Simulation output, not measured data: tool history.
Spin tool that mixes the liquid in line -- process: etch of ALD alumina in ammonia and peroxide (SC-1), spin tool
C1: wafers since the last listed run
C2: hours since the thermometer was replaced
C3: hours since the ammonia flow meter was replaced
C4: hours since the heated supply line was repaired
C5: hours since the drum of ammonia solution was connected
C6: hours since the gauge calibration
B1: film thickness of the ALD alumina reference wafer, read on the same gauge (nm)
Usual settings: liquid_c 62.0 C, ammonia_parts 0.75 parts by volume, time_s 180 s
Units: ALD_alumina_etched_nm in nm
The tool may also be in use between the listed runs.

run 1 hour=0.0 | liquid_c=62.0 ammonia_parts=0.75 time_s=180 | C1=0 C2=605.3 C3=129.8 C4=131.5 C5=409.4 C6=1744.0 | B1=70.01 | ALD_alumina_etched_nm=17.78
-- hour=41.3 thermometer replaced
run 2 hour=55.2 | liquid_c=67.0 ammonia_parts=0.75 time_s=180 | C1=475 C2=13.9 C3=185.0 C4=186.7 C5=464.6 C6=1799.2 | B1=69.99 | ALD_alumina_etched_nm=23.69
run 3 hour=106.2 | liquid_c=57.5 ammonia_parts=0.55 time_s=275 | C1=447 C2=64.9 C3=236.0 C4=237.7 C5=515.6 C6=1850.2 | B1=70.00 | ALD_alumina_etched_nm=21.86
run 4 hour=148.3 | liquid_c=70.0 ammonia_parts=0.60 time_s=245 | C1=369 C2=107.0 C3=278.1 C4=279.8 C5=557.7 C6=1892.3 | B1=69.99 | ALD_alumina_etched_nm=36.80
-- hour=156.1 new drum of ammonia solution connected
run 5 hour=194.8 | liquid_c=62.0 ammonia_parts=0.75 time_s=180 | C1=399 C2=153.5 C3=324.6 C4=326.3 C5=38.7 C6=1938.8 | B1=70.00 | ALD_alumina_etched_nm=18.22
run 6 hour=256.2 | liquid_c=62.0 ammonia_parts=1.00 time_s=85 | C1=538 C2=214.9 C3=386.0 C4=387.7 C5=100.1 C6=2000.2 | B1=69.99 | ALD_alumina_etched_nm=8.97
run 7 hour=327.4 | liquid_c=62.0 ammonia_parts=0.75 time_s=180 | C1=624 C2=286.1 C3=457.2 C4=458.9 C5=171.3 C6=2071.4 | B1=69.97 | ALD_alumina_etched_nm=18.34
run 8 hour=382.1 | liquid_c=62.0 ammonia_parts=1.00 time_s=180 | C1=480 C2=340.8 C3=511.9 C4=513.6 C5=226.0 C6=2126.1 | B1=70.05 | ALD_alumina_etched_nm=18.17
run 9 hour=438.5 | liquid_c=55.0 ammonia_parts=1.05 time_s=100 | C1=495 C2=397.2 C3=568.3 C4=570.0 C5=282.4 C6=2182.5 | B1=70.02 | ALD_alumina_etched_nm=7.20
run 10 hour=505.9 | liquid_c=69.5 ammonia_parts=0.75 time_s=180 | C1=591 C2=464.6 C3=635.7 C4=637.4 C5=349.8 C6=2249.9 | B1=69.99 | ALD_alumina_etched_nm=25.67
run 11 hour=556.2 | liquid_c=62.0 ammonia_parts=1.10 time_s=180 | C1=441 C2=514.9 C3=686.0 C4=687.7 C5=400.1 C6=2300.2 | B1=70.02 | ALD_alumina_etched_nm=18.10
run 12 hour=587.1 | liquid_c=58.5 ammonia_parts=0.75 time_s=215 | C1=271 C2=545.8 C3=716.9 C4=718.6 C5=431.0 C6=2331.1 | B1=69.99 | ALD_alumina_etched_nm=17.68
-- hour=615.3 gauge calibrated
run 13 hour=617.6 | liquid_c=54.5 ammonia_parts=1.05 time_s=180 | C1=267 C2=576.3 C3=747.4 C4=749.1 C5=461.5 C6=2.3 | B1=70.00 | ALD_alumina_etched_nm=12.33
-- hour=662.5 thermometer replaced
run 14 hour=670.8 | liquid_c=62.0 ammonia_parts=0.75 time_s=100 | C1=458 C2=8.3 C3=800.6 C4=802.3 C5=514.7 C6=55.5 | B1=69.99 | ALD_alumina_etched_nm=10.25
-- hour=695.8 new drum of ammonia solution connected
run 15 hour=708.2 | liquid_c=54.0 ammonia_parts=0.85 time_s=270 | C1=319 C2=45.7 C3=838.0 C4=839.7 C5=12.4 C6=92.9 | B1=70.02 | ALD_alumina_etched_nm=18.51
run 16 hour=744.8 | liquid_c=62.0 ammonia_parts=0.75 time_s=180 | C1=321 C2=82.3 C3=874.6 C4=876.3 C5=49.0 C6=129.5 | B1=70.01 | ALD_alumina_etched_nm=18.22
run 17 hour=776.6 | liquid_c=66.5 ammonia_parts=0.95 time_s=180 | C1=279 C2=114.1 C3=906.4 C4=908.1 C5=80.8 C6=161.3 | B1=70.01 | ALD_alumina_etched_nm=23.37
run 18 hour=820.0 | liquid_c=62.0 ammonia_parts=0.75 time_s=180 | C1=380 C2=157.5 C3=949.8 C4=951.5 C5=124.2 C6=204.7 | B1=70.00 | ALD_alumina_etched_nm=18.28

Predict the results of run 19:
run 19 hour=881.3 | liquid_c=70.0 ammonia_parts=0.55 time_s=180 | C1=538 C2=218.8 C3=1011.1 C4=1012.8 C5=185.5 C6=266.0 | B1=? | ALD_alumina_etched_nm=?

{"run 19": {"B1": 69.98, "ALD_alumina_etched_nm": 26.04}}
Were there no unlogged condition in the tool, this run, its random variation unchanged, would have produced ALD_alumina_etched_nm 26.93 nm.
